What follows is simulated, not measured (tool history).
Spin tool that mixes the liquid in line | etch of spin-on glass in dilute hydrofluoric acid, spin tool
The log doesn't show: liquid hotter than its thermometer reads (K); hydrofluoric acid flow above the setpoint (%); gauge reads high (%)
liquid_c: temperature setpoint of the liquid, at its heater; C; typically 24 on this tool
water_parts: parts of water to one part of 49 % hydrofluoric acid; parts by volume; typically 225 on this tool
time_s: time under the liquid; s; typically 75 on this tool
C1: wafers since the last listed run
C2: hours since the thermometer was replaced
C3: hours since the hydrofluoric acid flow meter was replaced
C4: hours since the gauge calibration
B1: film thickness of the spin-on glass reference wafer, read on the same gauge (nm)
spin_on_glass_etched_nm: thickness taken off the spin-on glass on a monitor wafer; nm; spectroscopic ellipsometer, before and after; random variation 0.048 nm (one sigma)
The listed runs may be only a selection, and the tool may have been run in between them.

run 1 hour=0 | liquid_c=24 water_parts=225 time_s=90 | C1=0 C2=488.8 C3=410.4 C4=956.1 | B1=70.02 | spin_on_glass_etched_nm=17.08
run 2 hour=64.2 | liquid_c=24 water_parts=225 time_s=75 | C1=702 C2=553 C3=474.6 C4=1020.3 | B1=70.02 | spin_on_glass_etched_nm=14.22
-- hour=71.7 thermometer replaced
run 3 hour=92.2 | liquid_c=24 water_parts=225 time_s=75 | C1=295 C2=20.5 C3=502.6 C4=1048.3 | B1=70.02 | spin_on_glass_etched_nm=13.82
run 4 hour=133.8 | liquid_c=24 water_parts=225 time_s=75 | C1=455 C2=62.1 C3=544.2 C4=1089.9 | B1=70.02 | spin_on_glass_etched_nm=13.67
run 5 hour=185.7 | liquid_c=24 water_parts=225 time_s=75 | C1=567 C2=114 C3=596.1 C4=1141.8 | B1=69.98 | spin_on_glass_etched_nm=13.85
run 6 hour=224.8 | liquid_c=24 water_parts=225 time_s=75 | C1=427 C2=153.1 C3=635.2 C4=1180.9 | B1=69.97 | spin_on_glass_etched_nm=13.82
-- hour=239.2 hydrofluoric acid flow meter replaced
run 7 hour=381.1 | liquid_c=26 water_parts=200 time_s=75 | C1=1698 C2=309.4 C3=141.9 C4=1337.2 | B1=69.99 | spin_on_glass_etched_nm=17.4
run 8 hour=423.7 | liquid_c=26 water_parts=200 time_s=75 | C1=466 C2=352 C3=184.5 C4=1379.8 | B1=70.03 | spin_on_glass_etched_nm=17.37
run 9 hour=474.2 | liquid_c=24 water_parts=305 time_s=105 | C1=552 C2=402.5 C3=235 C4=1430.3 | B1=69.99 | spin_on_glass_etched_nm=13.32
run 10 hour=510.5 | liquid_c=24 water_parts=305 time_s=105 | C1=397 C2=438.8 C3=271.3 C4=1466.6 | B1=69.99 | spin_on_glass_etched_nm=13.46
run 11 hour=552.1 | liquid_c=24 water_parts=305 time_s=105 | C1=455 C2=480.4 C3=312.9 C4=1508.2 | B1=69.99 | spin_on_glass_etched_nm=13.38
run 12 hour=620.1 | liquid_c=24 water_parts=225 time_s=75 | C1=743 C2=548.4 C3=380.9 C4=1576.2 | B1=69.94 | spin_on_glass_etched_nm=14.22
run 13 hour=650.9 | liquid_c=24 water_parts=225 time_s=75 | C1=336 C2=579.2 C3=411.7 C4=1607 | B1=70.04 | spin_on_glass_etched_nm=14.14
-- hour=656.7 thermometer replaced
run 14 hour=681.6 | liquid_c=24 water_parts=290 time_s=75 | C1=324 C2=24.9 C3=442.4 C4=1637.7 | B1=70.03 | spin_on_glass_etched_nm=9.98
run 15 hour=727.9 | liquid_c=24 water_parts=290 time_s=75 | C1=506 C2=71.2 C3=488.7 C4=1684 | B1=70 | spin_on_glass_etched_nm=10.04
run 16 hour=759.6 | liquid_c=26 water_parts=225 time_s=40 | C1=346 C2=102.9 C3=520.4 C4=1715.7 | B1=69.98 | spin_on_glass_etched_nm=7.89
-- hour=798 hydrofluoric acid flow meter replaced
run 17 hour=812.8 | liquid_c=29 water_parts=310 time_s=110 | C1=571 C2=156.1 C3=14.8 C4=1768.9 | B1=69.99 | spin_on_glass_etched_nm=15.7
run 18 hour=837.3 | liquid_c=25.5 water_parts=120 time_s=75 | C1=268 C2=180.6 C3=39.3 C4=1793.4 | B1=69.96 | spin_on_glass_etched_nm=30.61
run 19 hour=904 | liquid_c=26 water_parts=305 time_s=105 | C1=729 C2=247.3 C3=106 C4=1860.1 | B1=70.01 | spin_on_glass_etched_nm=14.08
run 20 hour=931.7 | liquid_c=24 water_parts=225 time_s=75 | C1=303 C2=275 C3=133.7 C4=1887.8 | B1=70.02 | spin_on_glass_etched_nm=13.75

Run 21 has not been measured yet. What should we expect?
run 21 hour=965.3 | liquid_c=21 water_parts=140 time_s=75 | C1=367 C2=308.6 C3=167.3 C4=1921.4 | B1=? | spin_on_glass_etched_nm=?

B1: 70.01
spin_on_glass_etched_nm: 21.79 nm
On a tool with no hidden condition, and with the same random variation, this run would have come out at spin_on_glass_etched_nm 21.17 nm.

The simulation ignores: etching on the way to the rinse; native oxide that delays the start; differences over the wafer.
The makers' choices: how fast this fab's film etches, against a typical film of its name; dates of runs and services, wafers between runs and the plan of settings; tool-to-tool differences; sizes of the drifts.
